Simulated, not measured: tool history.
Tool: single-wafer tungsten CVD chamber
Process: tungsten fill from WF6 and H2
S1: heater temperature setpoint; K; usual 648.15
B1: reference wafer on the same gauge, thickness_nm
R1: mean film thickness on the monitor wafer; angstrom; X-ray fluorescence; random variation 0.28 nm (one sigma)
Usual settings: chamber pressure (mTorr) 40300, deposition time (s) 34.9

Run 1, day 0: usual settings; B1 68.085. Result: R1 774.14 angstrom.
Run 2, day 1.092: usual settings; B1 68.103. Result: R1 786.86 angstrom.
Run 3, day 1.838: usual settings but chamber pressure (mTorr) 44500, deposition time (s) 37.7; B1 68.055. Result: R1 894.96 angstrom.
Run 4, day 2.638: usual settings but chamber pressure (mTorr) 44500, deposition time (s) 37.7; B1 68.059. Result: R1 894.6 angstrom.
Run 5, day 4.071: usual settings but chamber pressure (mTorr) 44500, deposition time (s) 37.7; B1 68.112. Result: R1 903.24 angstrom.
Run 6, day 4.983: usual settings; B1 68.107. Result: R1 792.92 angstrom.
Run 7, day 6.058: usual settings; B1 68.068. Result: R1 796.15 angstrom.
Run 8, day 6.704: usual settings but S1 638.15 K, chamber pressure (mTorr) 42900; B1 68.095. Result: R1 686.23 angstrom.
Run 9, day 7.275: usual settings but S1 638.15 K, chamber pressure (mTorr) 42900; B1 68.028. Result: R1 688.99 angstrom.
Run 10, day 8.292: usual settings; B1 68.093. Result: R1 796.23 angstrom.

The next listed run, before its measurement:
At day 9.158: showerhead replaced.
Run 11, day 9.179: usual settings; B1 ?. Result: R1 ?.

B1: 68.006
R1: 799.02 angstrom
Without the tool's hidden state the same run would have given R1 738.08 angstrom.
